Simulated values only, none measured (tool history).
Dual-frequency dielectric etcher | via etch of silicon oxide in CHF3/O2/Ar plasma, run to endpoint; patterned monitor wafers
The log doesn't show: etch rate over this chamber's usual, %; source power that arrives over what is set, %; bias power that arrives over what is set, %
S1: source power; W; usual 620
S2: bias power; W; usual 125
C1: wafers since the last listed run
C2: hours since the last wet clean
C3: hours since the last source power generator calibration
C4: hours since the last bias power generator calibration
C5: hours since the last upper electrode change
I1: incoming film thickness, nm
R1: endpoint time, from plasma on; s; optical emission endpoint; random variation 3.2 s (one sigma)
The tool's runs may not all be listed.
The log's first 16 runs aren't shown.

| run | hour | S1 | S2 | C1 | C2 | C3 | C4 | C5 | I1 | R1 |
|---|---|---|---|---|---|---|---|---|---|---|
| 17 | 486.3 | 760 | 107 | 20 | 135.4 | 61.1 | 285.1 | 7.2 | 773.4 | 374 |
| 18 | 521.4 | 730 | 144 | 105 | 170.5 | 96.2 | 320.2 | 42.3 | 774.2 | 333.6 |
| 19 | 549.8 | 470 | 112 | 85 | 198.9 | 124.6 | 348.6 | 70.7 | 780.8 | 425.6 |
| 20 | 575 | 620 | 125 | 75 | 224.1 | 149.8 | 373.8 | 95.9 | 779.6 | 368.2 |
| 21 | 599.7 | 550 | 95 | 74 | 248.8 | 174.5 | 398.5 | 120.6 | 784.1 | 440.9 |
| 22 | 622.7 | 530 | 111 | 69 | 271.8 | 197.5 | 421.5 | 143.6 | 782 | 405.5 |
| 23 | 637.5 | 580 | 116 | 44 | 286.6 | 212.3 | 436.3 | 158.4 | 775.1 | 386.4 |
| 24 | 661.1 | 620 | 114 | 70 | 310.2 | 235.9 | 459.9 | 182 | 777.1 | 381.7 |
| 25 | 684.9 | 550 | 141 | 71 | 334 | 259.7 | 483.7 | 205.8 | 778.7 | 357 |
| 26 | 702.1 | 770 | 112 | 51 | 351.2 | 276.9 | 500.9 | 223 | 778.3 | 360 |
| 27 | 733.5 | 750 | 138 | 94 | 382.6 | 308.3 | 532.3 | 254.4 | 770.3 | 324.9 |
| 28 | 765.7 | 620 | 125 | 96 | 414.8 | 340.5 | 564.5 | 286.6 | 780.4 | 369.5 |
| 29 | 782.8 | 470 | 140 | 51 | 431.9 | 357.6 | 581.6 | 303.7 | 775.2 | 376.8 |
|  | 811.5 | wet clean of the chamber |
| 30 | 812 | 620 | 154 | 15 | 0.5 | 386.8 | 610.8 | 332.9 | 781.6 | 348 |
| 31 | 823.2 | 470 | 144 | 33 | 11.7 | 398 | 622 | 344.1 | 780.4 | 386.7 |
| 32 | 849.9 | 620 | 96 | 80 | 38.4 | 424.7 | 648.7 | 370.8 | 781.4 | 428 |
| 33 | 878.9 | 550 | 111 | 87 | 67.4 | 453.7 | 677.7 | 399.8 | 770.9 | 404.1 |
| 34 | 893.6 | 620 | 125 | 44 | 82.1 | 468.4 | 692.4 | 414.5 | 771.6 | 371.5 |
| 35 | 913.7 | 470 | 141 | 60 | 102.2 | 488.5 | 712.5 | 434.6 | 776.5 | 392.8 |
| 36 | 943.5 | 550 | 108 | 89 | 132 | 518.3 | 742.3 | 464.4 | 787.1 | 419.3 |

Forecast each of these 3 alternatives for the next run:
| A | 944 | 620 | 125 | 1 | 132.5 | 518.8 | 742.8 | 464.9 | 779.6 | ? |
| B | 944 | 660 | 104 | 1 | 132.5 | 518.8 | 742.8 | 464.9 | 779.6 | ? |
| C | 944 | 460 | 136 | 1 | 132.5 | 518.8 | 742.8 | 464.9 | 779.6 | ? |

| run | R1 |
|---|---|
| A | 372.2 |
| B | 394.4 |
| C | 395.1 |
Without the tool's hidden state the same runs would have given:
| run | R1 |
|---|---|
| A | 377.5 |
| B | 400 |
| C | 400.7 |
